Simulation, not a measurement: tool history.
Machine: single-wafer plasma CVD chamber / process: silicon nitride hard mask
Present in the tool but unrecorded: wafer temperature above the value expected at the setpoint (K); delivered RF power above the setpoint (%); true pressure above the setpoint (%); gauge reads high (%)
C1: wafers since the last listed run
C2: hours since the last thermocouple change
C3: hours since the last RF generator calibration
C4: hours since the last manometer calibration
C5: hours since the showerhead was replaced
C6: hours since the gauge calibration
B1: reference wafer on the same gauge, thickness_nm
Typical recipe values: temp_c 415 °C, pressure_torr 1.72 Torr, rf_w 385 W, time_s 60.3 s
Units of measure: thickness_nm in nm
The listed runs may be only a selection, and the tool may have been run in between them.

run 1 hour=0 | temp_c=415 pressure_torr=1.49 rf_w=440 time_s=60.3 | C1=0 C2=1301.6 C3=1258.2 C4=1919.5 C5=3074.3 C6=597.7 | B1=88.393 | thickness_nm=84.017
run 2 hour=67.3 | temp_c=415 pressure_torr=1.49 rf_w=440 time_s=60.3 | C1=1995 C2=1368.9 C3=1325.5 C4=1986.8 C5=3141.6 C6=665 | B1=88.241 | thickness_nm=84.554
run 3 hour=174.3 | temp_c=410 pressure_torr=1.72 rf_w=385 time_s=60.3 | C1=3172 C2=1475.9 C3=1432.5 C4=2093.8 C5=3248.6 C6=772 | B1=88.222 | thickness_nm=82.783
run 4 hour=223.1 | temp_c=415 pressure_torr=1.72 rf_w=385 time_s=56.6 | C1=1446 C2=1524.7 C3=1481.3 C4=2142.6 C5=3297.4 C6=820.8 | B1=88.305 | thickness_nm=77.963
-- hour=226.5 gauge calibrated
run 5 hour=291.3 | temp_c=415 pressure_torr=1.72 rf_w=385 time_s=56.6 | C1=2022 C2=1592.9 C3=1549.5 C4=2210.8 C5=3365.6 C6=64.8 | B1=88.296 | thickness_nm=77.115
run 6 hour=354.4 | temp_c=415 pressure_torr=1.72 rf_w=385 time_s=66 | C1=1870 C2=1656 C3=1612.6 C4=2273.9 C5=3428.7 C6=127.9 | B1=88.284 | thickness_nm=89.774
run 7 hour=418.4 | temp_c=424 pressure_torr=1.72 rf_w=385 time_s=60.3 | C1=1897 C2=1720 C3=1676.6 C4=2337.9 C5=3492.7 C6=191.9 | B1=88.342 | thickness_nm=81.567
-- hour=470.2 thermocouple changed; heater temperature recalibrated
run 8 hour=481.6 | temp_c=424 pressure_torr=1.72 rf_w=385 time_s=60.3 | C1=1636 C2=11.4 C3=1739.8 C4=2401.1 C5=3555.9 C6=255.1 | B1=88.353 | thickness_nm=81.443
run 9 hour=519.6 | temp_c=419 pressure_torr=1.72 rf_w=385 time_s=60.3 | C1=1126 C2=49.4 C3=1777.8 C4=2439.1 C5=3593.9 C6=293.1 | B1=88.355 | thickness_nm=81.912
run 10 hour=589.9 | temp_c=415 pressure_torr=1.94 rf_w=385 time_s=51.5 | C1=2084 C2=119.7 C3=1848.1 C4=2509.4 C5=3664.2 C6=363.4 | B1=88.328 | thickness_nm=72.681
-- hour=623.9 showerhead replaced
run 11 hour=653.2 | temp_c=415 pressure_torr=1.94 rf_w=385 time_s=51.5 | C1=1639 C2=183 C3=1911.4 C4=2572.7 C5=29.3 C6=426.7 | B1=88.226 | thickness_nm=72.86
run 12 hour=696.7 | temp_c=415 pressure_torr=1.53 rf_w=385 time_s=60.3 | C1=1289 C2=226.5 C3=1954.9 C4=2616.2 C5=72.8 C6=470.2 | B1=88.249 | thickness_nm=77.91
run 13 hour=765 | temp_c=415 pressure_torr=1.53 rf_w=385 time_s=60.3 | C1=2025 C2=294.8 C3=2023.2 C4=2684.5 C5=141.1 C6=538.5 | B1=88.223 | thickness_nm=77.818
run 14 hour=804.4 | temp_c=415 pressure_torr=2.09 rf_w=330 time_s=60.3 | C1=1168 C2=334.2 C3=2062.6 C4=2723.9 C5=180.5 C6=577.9 | B1=88.431 | thickness_nm=79.79
-- hour=858.2 capacitance manometer re-zeroed and calibrated
run 15 hour=868.9 | temp_c=415 pressure_torr=1.72 rf_w=385 time_s=60.3 | C1=1675 C2=398.7 C3=2127.1 C4=10.7 C5=245 C6=642.4 | B1=88.224 | thickness_nm=83.493
run 16 hour=897 | temp_c=415 pressure_torr=1.72 rf_w=385 time_s=60.3 | C1=833 C2=426.8 C3=2155.2 C4=38.8 C5=273.1 C6=670.5 | B1=88.338 | thickness_nm=83.814
run 17 hour=950.4 | temp_c=427 pressure_torr=1.72 rf_w=365 time_s=60.3 | C1=1583 C2=480.2 C3=2208.6 C4=92.2 C5=326.5 C6=723.9 | B1=88.382 | thickness_nm=80.223
-- hour=968.4 RF generator calibrated
run 18 hour=1002.5 | temp_c=415 pressure_torr=1.72 rf_w=385 time_s=60.3 | C1=1307 C2=532.3 C3=34.1 C4=144.3 C5=378.6 C6=776 | B1=88.281 | thickness_nm=87.656
-- hour=1043.3 gauge calibrated
run 19 hour=1070.8 | temp_c=415 pressure_torr=1.49 rf_w=440 time_s=60.3 | C1=2025 C2=600.6 C3=102.4 C4=212.6 C5=446.9 C6=27.5 | B1=88.288 | thickness_nm=88.919
run 20 hour=1112 | temp_c=421 pressure_torr=1.3 rf_w=310 time_s=68.4 | C1=1221 C2=641.8 C3=143.6 C4=253.8 C5=488.1 C6=68.7 | B1=88.311 | thickness_nm=80
run 21 hour=1139.3 | temp_c=407 pressure_torr=1.99 rf_w=420 time_s=55.1 | C1=809 C2=669.1 C3=170.9 C4=281.1 C5=515.4 C6=96 | B1=88.252 | thickness_nm=87.261
run 22 hour=1168 | temp_c=430 pressure_torr=1.72 rf_w=385 time_s=63.6 | C1=850 C2=697.8 C3=199.6 C4=309.8 C5=544.1 C6=124.7 | B1=88.399 | thickness_nm=91.118
run 23 hour=1209.4 | temp_c=409 pressure_torr=1.72 rf_w=360 time_s=68.9 | C1=1227 C2=739.2 C3=241 C4=351.2 C5=585.5 C6=166.1 | B1=88.331 | thickness_nm=96.491
run 24 hour=1243.9 | temp_c=415 pressure_torr=1.49 rf_w=440 time_s=60.3 | C1=1022 C2=773.7 C3=275.5 C4=385.7 C5=620 C6=200.6 | B1=88.374 | thickness_nm=87.967
run 25 hour=1280.7 | temp_c=415 pressure_torr=1.34 rf_w=460 time_s=60.3 | C1=1091 C2=810.5 C3=312.3 C4=422.5 C5=656.8 C6=237.4 | B1=88.173 | thickness_nm=86.651
run 26 hour=1335.2 | temp_c=402 pressure_torr=1.48 rf_w=335 time_s=55.6 | C1=1615 C2=865 C3=366.8 C4=477 C5=711.3 C6=291.9 | B1=88.311 | thickness_nm=71.231
run 27 hour=1366.3 | temp_c=415 pressure_torr=1.72 rf_w=425 time_s=60.3 | C1=922 C2=896.1 C3=397.9 C4=508.1 C5=742.4 C6=323 | B1=88.13 | thickness_nm=90.95
run 28 hour=1416 | temp_c=404 pressure_torr=1.54 rf_w=385 time_s=60.3 | C1=1473 C2=945.8 C3=447.6 C4=557.8 C5=792.1 C6=372.7 | B1=88.371 | thickness_nm=83.992

Alternative continuations, all from the tool just after run 28; predict every row:
run A hour=1416.4 | temp_c=415 pressure_torr=1.72 rf_w=385 time_s=60.3 | C1=11 C2=946.2 C3=448 C4=558.2 C5=792.5 C6=373.1 | B1=? | thickness_nm=?
run B hour=1416.4 | temp_c=430 pressure_torr=1.72 rf_w=385 time_s=66.9 | C1=11 C2=946.2 C3=448 C4=558.2 C5=792.5 C6=373.1 | B1=? | thickness_nm=?
run C hour=1416.4 | temp_c=401 pressure_torr=1.72 rf_w=385 time_s=64.1 | C1=11 C2=946.2 C3=448 C4=558.2 C5=792.5 C6=373.1 | B1=? | thickness_nm=?
run D hour=1416.4 | temp_c=429 pressure_torr=2.12 rf_w=385 time_s=60.3 | C1=11 C2=946.2 C3=448 C4=558.2 C5=792.5 C6=373.1 | B1=? | thickness_nm=?

run=A B1=88.363 thickness_nm=85.969
run=B B1=88.363 thickness_nm=94.633
run=C B1=88.363 thickness_nm=92.015
run=D B1=88.363 thickness_nm=90.936
Had the tool no hidden state, the same runs would have come out as:
run=A thickness_nm=86.52
run=B thickness_nm=95.239
run=C thickness_nm=92.604
run=D thickness_nm=91.491
